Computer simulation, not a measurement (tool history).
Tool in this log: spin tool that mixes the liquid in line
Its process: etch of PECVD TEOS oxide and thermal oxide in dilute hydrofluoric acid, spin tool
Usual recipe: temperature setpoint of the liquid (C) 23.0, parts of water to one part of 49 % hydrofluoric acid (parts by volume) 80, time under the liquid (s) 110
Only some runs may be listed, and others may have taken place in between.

run   hour  temperature setpoint of the liquid (C)  parts of water to one part of 49 % hydrofluoric acid (parts by volume)  time under the liquid (s)  wafers since the last listed run  hours since the thermometer was replaced  hours since the hydrofluoric acid flow meter was replaced  hours since the gauge calibration  read-back film thickness of the PECVD TEOS oxide reference wafer, read on the same gauge (nm)  read-back film thickness of the thermal oxide reference wafer, read on the same gauge (nm)  thickness taken off the PECVD TEOS oxide on a monitor wafer (angstrom)  thickness taken off the thermal oxide on a monitor wafer (angstrom)
  1    0.0                                    23.0                                                                      80                        155                                 0                                    1621.8                                                     1995.1                               23.1                                                                                         119.98                                                                                      100.02                                                                   192.8                                                                102.8
  2    7.2                                    23.0                                                                      80                        110                                67                                    1629.0                                                     2002.3                               30.3                                                                                         119.99                                                                                      100.03                                                                   136.9                                                                 72.7
  3   15.8                                    23.0                                                                      80                        110                                80                                    1637.6                                                     2010.9                               38.9                                                                                         120.00                                                                                      100.01                                                                   136.9                                                                 73.7
  4   22.8                                    23.0                                                                      80                        110                                65                                    1644.6                                                     2017.9                               45.9                                                                                         120.00                                                                                       99.98                                                                   137.8                                                                 74.4
  5   34.4                                    23.0                                                                      80                        110                               108                                    1656.2                                                     2029.5                               57.5                                                                                         119.99                                                                                      100.00                                                                   136.5                                                                 74.9
  6   72.7                                    19.5                                                                      80                        110                               359                                    1694.5                                                     2067.8                               95.8                                                                                         120.01                                                                                      100.00                                                                   120.3                                                                 63.6
  7   81.8                                    19.5                                                                      80                        110                                85                                    1703.6                                                     2076.9                              104.9                                                                                         119.99                                                                                       99.97                                                                   120.0                                                                 64.1
  8   94.8                                    19.5                                                                      80                        110                               122                                    1716.6                                                     2089.9                              117.9                                                                                         119.99                                                                                      100.00                                                                   120.1                                                                 64.7
  9  104.5                                    23.0                                                                      80                        110                                91                                    1726.3                                                     2099.6                              127.6                                                                                         120.00                                                                                       99.98                                                                   137.7                                                                 75.4
 10  116.5                                    23.0                                                                      80                        110                               112                                    1738.3                                                     2111.6                              139.6                                                                                         120.01                                                                                       99.96                                                                   138.4                                                                 73.8
 11  133.7                                    23.0                                                                      80                        110                               161                                    1755.5                                                     2128.8                              156.8                                                                                         120.01                                                                                       99.99                                                                   138.5                                                                 74.8
 12  148.2                                    23.0                                                                      80                        110                               136                                    1770.0                                                     2143.3                              171.3                                                                                         119.99                                                                                      100.02                                                                   138.8                                                                 74.5
 13  164.5                                    23.0                                                                      80                        110                               153                                    1786.3                                                     2159.6                              187.6                                                                                         120.03                                                                                      100.00                                                                   138.9                                                                 76.1
     174.5  -- thermometer replaced
 14  178.9                                    23.0                                                                      80                        110                               125                                       4.4                                                     2174.0                              202.0                                                                                         120.00                                                                                       99.97                                                                   126.6                                                                 67.9
 15  193.6                                    24.5                                                                      50                        165                               137                                      19.1                                                     2188.7                              216.7                                                                                         120.01                                                                                       99.99                                                                   335.7                                                                180.0
 16  203.8                                    27.0                                                                      80                        110                                95                                      29.3                                                     2198.9                              226.9                                                                                         120.02                                                                                      100.00                                                                   149.3                                                                 80.2
 17  217.7                                    23.0                                                                      80                        130                               130                                      43.2                                                     2212.8                              240.8                                                                                         119.99                                                                                      100.01                                                                   150.2                                                                 80.3
 18  226.8                                    18.5                                                                      50                        110                                85                                      52.3                                                     2221.9                              249.9                                                                                         120.00                                                                                      100.00                                                                   173.7                                                                 92.9
 19  243.1                                    23.0                                                                      80                        110                               153                                      68.6                                                     2238.2                              266.2                                                                                         119.97                                                                                       99.99                                                                   128.0                                                                 67.9
 20  259.7                                    23.0                                                                      80                        110                               155                                      85.2                                                     2254.8                              282.8                                                                                         120.00                                                                                       99.98                                                                   127.8                                                                 68.8
     260.9  -- gauge calibrated
 21  267.4                                    27.0                                                                      90                         70                                72                                      92.9                                                     2262.5                                6.5                                                                                         119.99                                                                                      100.00                                                                    83.5                                                                 45.5

The next listed run, before its measurement:
 22  283.2                                    20.5                                                                      45                        160                               148                                     108.7                                                     2278.3                               22.3                                                                                              ?                                                                                           ?                                                                       ?                                                                    ?

read-back film thickness of the PECVD TEOS oxide reference wafer, read on the same gauge (nm): 120.00
read-back film thickness of the thermal oxide reference wafer, read on the same gauge (nm): 100.02
thickness taken off the PECVD TEOS oxide on a monitor wafer (angstrom): 308.6
thickness taken off the thermal oxide on a monitor wafer (angstrom): 167.2
With the hidden condition absent and the run-to-run variation left alone, this run would have shown thickness taken off the PECVD TEOS oxide on a monitor wafer (angstrom) 264.4, thickness taken off the thermal oxide on a monitor wafer (angstrom) 143.3.
